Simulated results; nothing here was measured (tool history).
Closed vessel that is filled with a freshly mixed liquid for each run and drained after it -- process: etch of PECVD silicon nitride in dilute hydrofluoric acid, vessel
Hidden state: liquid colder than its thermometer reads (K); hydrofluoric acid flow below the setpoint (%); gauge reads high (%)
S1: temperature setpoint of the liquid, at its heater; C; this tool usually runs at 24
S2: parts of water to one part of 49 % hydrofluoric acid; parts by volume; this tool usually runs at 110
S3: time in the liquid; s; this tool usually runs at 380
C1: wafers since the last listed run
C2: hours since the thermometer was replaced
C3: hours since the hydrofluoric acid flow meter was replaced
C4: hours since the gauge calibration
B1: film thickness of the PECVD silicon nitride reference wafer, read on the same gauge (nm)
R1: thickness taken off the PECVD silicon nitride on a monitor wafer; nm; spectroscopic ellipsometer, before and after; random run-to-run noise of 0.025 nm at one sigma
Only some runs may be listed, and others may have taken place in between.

Run 1, hour 0: usual settings but S3 445 s; C1 0; C2 2131.7; C3 1165.9; C4 59; B1 100.01. Result: R1 6.86 nm.
Run 2, hour 8.2: usual settings but S3 445 s; C1 873; C2 2139.9; C3 1174.1; C4 67.2; B1 99.99. Result: R1 6.87 nm.
At hour 20.5: gauge calibrated.
Run 3, hour 22.5: usual settings but S3 445 s; C1 1523; C2 2154.2; C3 1188.4; C4 2; B1 100.02. Result: R1 6.85 nm.
Run 4, hour 28.8: usual settings but S2 95 parts by volume; C1 671; C2 2160.5; C3 1194.7; C4 8.3; B1 100.01. Result: R1 6.79 nm.
Run 5, hour 37.3: usual settings; C1 905; C2 2169; C3 1203.2; C4 16.8; B1 99.97. Result: R1 5.83 nm.
Run 6, hour 46.9: usual settings; C1 1022; C2 2178.6; C3 1212.8; C4 26.4; B1 99.96. Result: R1 5.86 nm.
Run 7, hour 54.4: usual settings; C1 799; C2 2186.1; C3 1220.3; C4 33.9; B1 100.04. Result: R1 5.82 nm.
Run 8, hour 65.1: usual settings but S2 155 parts by volume, S3 575 s; C1 1140; C2 2196.8; C3 1231; C4 44.6; B1 100.02. Result: R1 6.27 nm.
At hour 69.9: hydrofluoric acid flow meter replaced.
Run 9, hour 77.9: usual settings; C1 1257; C2 2209.6; C3 8; C4 57.4; B1 100.02. Result: R1 5.83 nm.
Run 10, hour 90: usual settings but S1 29 C; C1 1289; C2 2221.7; C3 20.1; C4 69.5; B1 99.97. Result: R1 8.04 nm.
At hour 103.4: gauge calibrated.
At hour 104.9: thermometer replaced.
Run 11, hour 105.5: usual settings; C1 1545; C2 0.6; C3 35.6; C4 2.1; B1 100. Result: R1 6.72 nm.
Run 12, hour 118.2: usual settings but S1 19.5 C, S2 135 parts by volume, S3 255 s; C1 1353; C2 13.3; C3 48.3; C4 14.8; B1 99.98. Result: R1 2.73 nm.
Run 13, hour 130.6: usual settings but S1 28 C, S2 130 parts by volume, S3 585 s; C1 1321; C2 25.7; C3 60.7; C4 27.2; B1 100. Result: R1 11.33 nm.
Run 14, hour 147.9: usual settings but S1 26 C, S2 60 parts by volume, S3 560 s; C1 1843; C2 43; C3 78; C4 44.5; B1 99.97. Result: R1 20.62 nm.
Run 15, hour 165.5: usual settings; C1 1875; C2 60.6; C3 95.6; C4 62.1; B1 99.99. Result: R1 6.66 nm.

Run by run, hidden condition taken away, random variation retained:
run     R1
  1   8.06
  2   8.08
  3   8.06
  4      8
  5   6.87
  6   6.91
  7   6.87
  8   7.38
  9   6.89
 10   9.45
 11   6.89
 12   2.81
 13  11.62
 14  21.22
 15   6.86

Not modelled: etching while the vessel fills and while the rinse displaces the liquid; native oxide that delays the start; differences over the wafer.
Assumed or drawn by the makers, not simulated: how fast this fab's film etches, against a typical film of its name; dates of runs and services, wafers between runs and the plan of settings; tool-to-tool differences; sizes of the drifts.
